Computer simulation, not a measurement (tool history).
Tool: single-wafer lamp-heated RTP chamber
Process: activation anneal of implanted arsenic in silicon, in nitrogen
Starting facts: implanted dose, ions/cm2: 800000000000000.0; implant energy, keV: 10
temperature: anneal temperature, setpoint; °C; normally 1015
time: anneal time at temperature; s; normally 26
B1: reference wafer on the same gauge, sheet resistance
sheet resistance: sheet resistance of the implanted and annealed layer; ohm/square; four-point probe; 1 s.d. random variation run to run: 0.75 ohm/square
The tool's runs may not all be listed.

run 1 day=0 | temperature=1022 time=26 | B1=154.89 | sheet_resistance=140.73
-- day=0.633 pyrometer window cleaned and pyrometer calibrated
run 2 day=3.529 | temperature=1022 time=26 | B1=155.24 | sheet_resistance=144.99
-- day=4.296 reflector plate cleaned
run 3 day=6.588 | temperature=1015 time=26 | B1=154.92 | sheet_resistance=150.7
run 4 day=10 | temperature=1015 time=26 | B1=155.19 | sheet_resistance=150.68
run 5 day=12.704 | temperature=1026 time=17 | B1=154.91 | sheet_resistance=151.24
run 6 day=15.792 | temperature=1026 time=17 | B1=154.85 | sheet_resistance=150.91
run 7 day=18.258 | temperature=1026 time=17 | B1=154.53 | sheet_resistance=150.76
run 8 day=26.038 | temperature=1015 time=26 | B1=155.21 | sheet_resistance=145.66
-- day=28.825 pyrometer window cleaned and pyrometer calibrated
run 9 day=29.958 | temperature=1015 time=26 | B1=154.73 | sheet_resistance=148.28
run 10 day=33.738 | temperature=1015 time=26 | B1=155.44 | sheet_resistance=148.43
run 11 day=37.654 | temperature=1015 time=26 | B1=155.19 | sheet_resistance=146.57
-- day=45.029 reflector plate cleaned
run 12 day=45.05 | temperature=1015 time=26 | B1=155.28 | sheet_resistance=147.06
run 13 day=47.596 | temperature=1015 time=26 | B1=155.06 | sheet_resistance=149.92
run 14 day=51.162 | temperature=1015 time=26 | B1=154.98 | sheet_resistance=147.57
run 15 day=52.938 | temperature=1015 time=36 | B1=155.17 | sheet_resistance=141.62
-- day=53.546 pyrometer window cleaned and pyrometer calibrated
run 16 day=56.033 | temperature=1004 time=32 | B1=155.21 | sheet_resistance=150.37
run 17 day=59.275 | temperature=1015 time=26 | B1=155.23 | sheet_resistance=150.39

For run 18, what comes out?
run 18 day=62.525 | temperature=989 time=16 | B1=? | sheet_resistance=?

{"run 18": {"B1": 155.28, "sheet resistance": 171.44}}
Were there no unlogged condition in the tool, this run, its random variation unchanged, would have produced sheet resistance 173.78 ohm/square.

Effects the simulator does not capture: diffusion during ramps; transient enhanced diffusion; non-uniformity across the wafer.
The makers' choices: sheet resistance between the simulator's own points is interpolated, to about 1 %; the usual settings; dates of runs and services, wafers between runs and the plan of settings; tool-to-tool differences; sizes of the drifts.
